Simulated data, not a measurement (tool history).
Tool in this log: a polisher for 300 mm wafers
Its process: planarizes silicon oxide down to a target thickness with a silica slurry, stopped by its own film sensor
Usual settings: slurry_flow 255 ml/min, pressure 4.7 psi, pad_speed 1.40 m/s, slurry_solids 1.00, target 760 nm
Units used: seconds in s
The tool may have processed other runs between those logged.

run,hour,slurry_flow,pressure,pad_speed,slurry_solids,target,wafers since the last listed run,wafers polished on this pad,hours since the slurry nozzle was cleaned,hours since the head pressure was calibrated,hours since the slurry blender was calibrated,hours since the conditioning disc was replaced,"incoming thickness of the incoming film, nm",seconds
1,0.0,255,4.7,1.40,1.00,760,0,850,413.6,17.6,152.0,104.1,1124.2,106.5
2,19.1,255,4.7,1.40,1.00,760,109,959,432.7,36.7,171.1,123.2,1111.1,104.1
3,41.3,255,4.7,1.40,1.00,760,127,1087,454.9,58.9,193.3,145.4,1108.2,104.3
4,55.8,255,4.7,1.40,1.00,760,83,1171,469.4,73.4,207.8,159.9,1108.9,104.8
5,91.1,255,3.6,1.04,1.00,760,203,1374,504.7,108.7,243.1,195.2,1123.1,165.0
# hour 108.5: worn pad replaced by a new one
6,142.3,255,4.7,1.40,0.85,760,271,194,555.9,159.9,294.3,246.4,1117.3,118.6
# hour 156.1: slurry blender recalibrated
7,170.2,255,4.7,1.40,1.00,760,148,343,583.8,187.8,14.1,274.3,1108.1,96.8
8,198.9,255,4.7,1.40,1.00,760,165,508,612.5,216.5,42.8,303.0,1106.5,96.6
9,216.6,255,4.7,1.40,1.00,760,101,610,630.2,234.2,60.5,320.7,1101.7,97.1
10,236.8,255,4.0,1.40,1.00,673,116,726,650.4,254.4,80.7,340.9,1097.5,142.5
# hour 254.6: slurry nozzle cleaned
11,259.5,255,3.4,1.52,1.00,760,124,851,4.9,277.1,103.4,363.6,1114.9,135.7
12,292.3,255,4.7,1.40,1.00,830,188,1040,37.7,309.9,136.2,396.4,1110.1,83.4
13,306.8,185,4.7,1.40,1.00,760,83,1123,52.2,324.4,150.7,410.9,1109.9,108.3
# hour 314.2: conditioning disc replaced and pad reconditioned
14,319.2,255,4.7,1.40,1.20,760,59,1183,64.6,336.8,163.1,5.0,1106.7,92.8
# hour 330.3: worn pad replaced by a new one
15,335.9,255,4.7,1.40,1.00,760,73,32,81.3,353.5,179.8,21.7,1119.1,106.2
16,374.1,290,4.7,1.54,0.80,760,219,252,119.5,391.7,218.0,59.9,1121.5,116.9
17,406.7,255,4.7,1.40,1.00,760,187,439,152.1,424.3,250.6,92.5,1093.6,102.6
18,430.7,255,4.7,1.40,1.00,760,138,577,176.1,448.3,274.6,116.5,1098.8,108.0
19,445.8,255,4.7,1.40,1.00,760,86,664,191.2,463.4,289.7,131.6,1104.8,110.7
# hour 467.4: slurry blender recalibrated
20,472.1,255,4.7,1.12,1.00,760,139,804,217.5,489.7,4.7,157.9,1121.2,110.6
21,493.8,325,4.7,1.40,1.00,693,124,929,239.2,511.4,26.4,179.6,1125.9,118.4
22,506.4,310,4.7,1.40,1.00,760,72,1001,251.8,524.0,39.0,192.2,1107.3,92.3
23,534.1,195,5.8,1.54,1.00,703,159,1160,279.5,551.7,66.7,219.9,1098.4,88.2
# hour 547.4: worn pad replaced by a new one
24,552.1,255,4.7,1.40,1.00,760,80,27,297.5,569.7,84.7,237.9,1121.2,100.7
25,578.2,340,4.7,1.40,1.00,640,150,177,323.6,595.8,110.8,264.0,1104.6,128.0
26,609.2,255,4.7,1.40,1.00,665,178,355,354.6,626.8,141.8,295.0,1115.7,128.8
27,633.8,340,4.7,1.40,1.00,760,141,497,379.2,651.4,166.4,319.6,1104.4,97.9

Below are 3 alternative next runs, each starting from the tool's condition after run 27. Predict each:
A,634.3,255,4.7,1.40,1.00,760,2,500,379.7,651.9,166.9,320.1,1132.8,?
B,634.3,255,4.7,1.72,1.00,685,2,500,379.7,651.9,166.9,320.1,1132.8,?
C,634.3,340,4.7,1.40,1.30,760,2,500,379.7,651.9,166.9,320.1,1132.8,?

run,seconds
A,106.1
B,114.3
C,92.4
Without the tool's unlogged condition, the same runs would have read:
run,seconds
A,98.7
B,106.3
C,86.7

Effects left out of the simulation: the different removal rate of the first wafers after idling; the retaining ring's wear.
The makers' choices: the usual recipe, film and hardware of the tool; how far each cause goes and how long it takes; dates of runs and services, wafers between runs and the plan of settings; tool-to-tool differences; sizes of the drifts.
